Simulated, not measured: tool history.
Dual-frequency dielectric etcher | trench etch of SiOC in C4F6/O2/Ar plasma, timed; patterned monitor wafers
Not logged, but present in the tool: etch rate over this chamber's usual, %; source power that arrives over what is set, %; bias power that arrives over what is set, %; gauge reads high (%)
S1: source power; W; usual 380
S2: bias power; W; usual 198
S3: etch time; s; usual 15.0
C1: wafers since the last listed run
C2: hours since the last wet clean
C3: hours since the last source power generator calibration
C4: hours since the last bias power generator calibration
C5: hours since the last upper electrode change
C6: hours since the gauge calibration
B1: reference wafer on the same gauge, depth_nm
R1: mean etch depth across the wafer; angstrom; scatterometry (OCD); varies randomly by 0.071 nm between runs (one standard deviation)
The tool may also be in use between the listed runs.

{"run": 1, "day": 0.0, "S1": 380, "S2": 198, "S3": 15.0, "C1": 0, "C2": 56.0, "C3": 3029.1, "C4": 1203.2, "C5": 4850.2, "C6": 924.0, "B1": 35.71, "R1": 309.7}
{"run": 2, "day": 1.258, "S1": 380, "S2": 198, "S3": 15.0, "C1": 502, "C2": 86.2, "C3": 3059.3, "C4": 1233.4, "C5": 4880.4, "C6": 954.2, "B1": 35.69, "R1": 309.4}
{"run": 3, "day": 2.379, "S1": 320, "S2": 198, "S3": 15.0, "C1": 447, "C2": 113.1, "C3": 3086.2, "C4": 1260.3, "C5": 4907.3, "C6": 981.1, "B1": 35.71, "R1": 291.6}
{"run": 4, "day": 4.983, "S1": 320, "S2": 198, "S3": 15.0, "C1": 1039, "C2": 175.6, "C3": 3148.7, "C4": 1322.8, "C5": 4969.8, "C6": 1043.6, "B1": 35.7, "R1": 291.4}
{"run": 5, "day": 7.521, "S1": 380, "S2": 198, "S3": 15.0, "C1": 1012, "C2": 236.5, "C3": 3209.6, "C4": 1383.7, "C5": 5030.7, "C6": 1104.5, "B1": 35.68, "R1": 311.1}
{"run": 6, "day": 10.725, "S1": 360, "S2": 161, "S3": 15.0, "C1": 1278, "C2": 313.4, "C3": 3286.5, "C4": 1460.6, "C5": 5107.6, "C6": 1181.4, "B1": 35.69, "R1": 281.6}
{"day": 13.712, "done": "wet clean of the chamber"}
{"run": 7, "day": 13.733, "S1": 360, "S2": 161, "S3": 15.0, "C1": 801, "C2": 0.5, "C3": 3358.7, "C4": 1532.8, "C5": 5179.8, "C6": 1253.6, "B1": 35.7, "R1": 281.8}
{"run": 8, "day": 15.383, "S1": 360, "S2": 161, "S3": 15.0, "C1": 658, "C2": 40.1, "C3": 3398.3, "C4": 1572.4, "C5": 5219.4, "C6": 1293.2, "B1": 35.7, "R1": 282.1}
{"day": 17.279, "done": "upper electrode replaced"}
{"run": 9, "day": 17.308, "S1": 380, "S2": 198, "S3": 15.0, "C1": 369, "C2": 86.3, "C3": 3444.5, "C4": 1618.6, "C5": 0.7, "C6": 1339.4, "B1": 35.69, "R1": 310.5}
{"run": 10, "day": 18.4, "S1": 380, "S2": 198, "S3": 15.0, "C1": 435, "C2": 112.5, "C3": 3470.7, "C4": 1644.8, "C5": 26.9, "C6": 1365.6, "B1": 35.71, "R1": 309.9}
{"day": 20.129, "done": "source power generator calibrated"}
{"run": 11, "day": 20.542, "S1": 380, "S2": 198, "S3": 15.0, "C1": 788, "C2": 163.9, "C3": 9.9, "C4": 1696.2, "C5": 78.3, "C6": 1417.0, "B1": 35.69, "R1": 309.1}
{"run": 12, "day": 23.071, "S1": 380, "S2": 198, "S3": 15.0, "C1": 1009, "C2": 224.6, "C3": 70.6, "C4": 1756.9, "C5": 139.0, "C6": 1477.7, "B1": 35.69, "R1": 310.2}
{"run": 13, "day": 24.379, "S1": 340, "S2": 176, "S3": 11.5, "C1": 522, "C2": 256.0, "C3": 102.0, "C4": 1788.3, "C5": 170.4, "C6": 1509.1, "B1": 35.7, "R1": 218.5}
{"run": 14, "day": 26.988, "S1": 330, "S2": 235, "S3": 17.5, "C1": 1041, "C2": 318.6, "C3": 164.6, "C4": 1850.9, "C5": 233.0, "C6": 1571.7, "B1": 35.7, "R1": 367.0}
{"day": 30.454, "done": "wet clean of the chamber"}
{"run": 15, "day": 30.475, "S1": 380, "S2": 182, "S3": 15.0, "C1": 992, "C2": 0.5, "C3": 248.3, "C4": 1934.6, "C5": 316.7, "C6": 1655.4, "B1": 35.71, "R1": 301.3}
{"run": 16, "day": 31.475, "S1": 380, "S2": 236, "S3": 19.0, "C1": 399, "C2": 24.5, "C3": 272.3, "C4": 1958.6, "C5": 340.7, "C6": 1679.4, "B1": 35.69, "R1": 418.4}
{"run": 17, "day": 32.604, "S1": 380, "S2": 151, "S3": 19.0, "C1": 450, "C2": 51.6, "C3": 299.4, "C4": 1985.7, "C5": 367.8, "C6": 1706.5, "B1": 35.69, "R1": 355.4}
{"day": 32.792, "done": "bias power generator calibrated"}
{"run": 18, "day": 35.233, "S1": 420, "S2": 198, "S3": 12.5, "C1": 982, "C2": 114.7, "C3": 362.5, "C4": 58.6, "C5": 430.9, "C6": 1769.6, "B1": 35.69, "R1": 264.9}
{"day": 39.379, "done": "gauge calibrated"}
{"run": 19, "day": 41.108, "S1": 380, "S2": 198, "S3": 12.0, "C1": 2344, "C2": 255.7, "C3": 503.5, "C4": 199.6, "C5": 571.9, "C6": 41.5, "B1": 35.7, "R1": 245.4}
{"run": 20, "day": 42.783, "S1": 280, "S2": 198, "S3": 15.0, "C1": 668, "C2": 295.9, "C3": 543.7, "C4": 239.8, "C5": 612.1, "C6": 81.7, "B1": 35.69, "R1": 275.8}
{"run": 21, "day": 44.238, "S1": 380, "S2": 198, "S3": 15.0, "C1": 580, "C2": 330.8, "C3": 578.6, "C4": 274.7, "C5": 647.0, "C6": 116.6, "B1": 35.71, "R1": 306.8}
{"run": 22, "day": 46.596, "S1": 380, "S2": 231, "S3": 15.0, "C1": 941, "C2": 387.4, "C3": 635.2, "C4": 331.3, "C5": 703.6, "C6": 173.2, "B1": 35.7, "R1": 324.5}
{"run": 23, "day": 48.492, "S1": 380, "S2": 216, "S3": 17.5, "C1": 756, "C2": 432.9, "C3": 680.7, "C4": 376.8, "C5": 749.1, "C6": 218.7, "B1": 35.7, "R1": 370.1}
{"day": 49.7, "done": "wet clean of the chamber"}
{"run": 24, "day": 51.029, "S1": 380, "S2": 198, "S3": 15.0, "C1": 613, "C2": 31.9, "C3": 741.6, "C4": 437.7, "C5": 810.0, "C6": 279.6, "B1": 35.69, "R1": 307.4}
{"run": 25, "day": 53.317, "S1": 380, "S2": 198, "S3": 15.0, "C1": 912, "C2": 86.8, "C3": 796.5, "C4": 492.6, "C5": 864.9, "C6": 334.5, "B1": 35.7, "R1": 308.7}
{"run": 26, "day": 54.8, "S1": 380, "S2": 198, "S3": 15.0, "C1": 592, "C2": 122.4, "C3": 832.1, "C4": 528.2, "C5": 900.5, "C6": 370.1, "B1": 35.7, "R1": 309.5}
{"run": 27, "day": 55.846, "S1": 380, "S2": 160, "S3": 15.0, "C1": 417, "C2": 147.5, "C3": 857.2, "C4": 553.3, "C5": 925.6, "C6": 395.2, "B1": 35.7, "R1": 285.9}
{"run": 28, "day": 58.579, "S1": 440, "S2": 239, "S3": 17.5, "C1": 1090, "C2": 213.1, "C3": 922.8, "C4": 618.9, "C5": 991.2, "C6": 460.8, "B1": 35.71, "R1": 405.8}
{"run": 29, "day": 60.721, "S1": 480, "S2": 162, "S3": 12.0, "C1": 854, "C2": 264.5, "C3": 974.2, "C4": 670.3, "C5": 1042.6, "C6": 512.2, "B1": 35.72, "R1": 250.8}
{"run": 30, "day": 62.825, "S1": 450, "S2": 231, "S3": 15.0, "C1": 839, "C2": 315.0, "C3": 1024.7, "C4": 720.8, "C5": 1093.1, "C6": 562.7, "B1": 35.71, "R1": 346.2}
{"run": 31, "day": 64.092, "S1": 380, "S2": 198, "S3": 15.0, "C1": 505, "C2": 345.4, "C3": 1055.1, "C4": 751.2, "C5": 1123.5, "C6": 593.1, "B1": 35.7, "R1": 308.8}

What if the next run were any one of these 3? Each begins from the tool's condition after run 31:
{"run": "A", "day": 64.108, "S1": 460, "S2": 198, "S3": 15.0, "C1": 6, "C2": 345.8, "C3": 1055.5, "C4": 751.6, "C5": 1123.9, "C6": 593.5, "B1": "?", "R1": "?"}
{"run": "B", "day": 64.108, "S1": 430, "S2": 229, "S3": 15.0, "C1": 6, "C2": 345.8, "C3": 1055.5, "C4": 751.6, "C5": 1123.9, "C6": 593.5, "B1": "?", "R1": "?"}
{"run": "C", "day": 64.108, "S1": 470, "S2": 177, "S3": 15.0, "C1": 6, "C2": 345.8, "C3": 1055.5, "C4": 751.6, "C5": 1123.9, "C6": 593.5, "B1": "?", "R1": "?"}

run=A B1=35.68 R1=330.7
run=B B1=35.68 R1=340.5
run=C B1=35.68 R1=320.1
Without the tool's hidden state the same runs would have given:
run=A R1=326.4
run=B R1=335.8
run=C R1=316.0
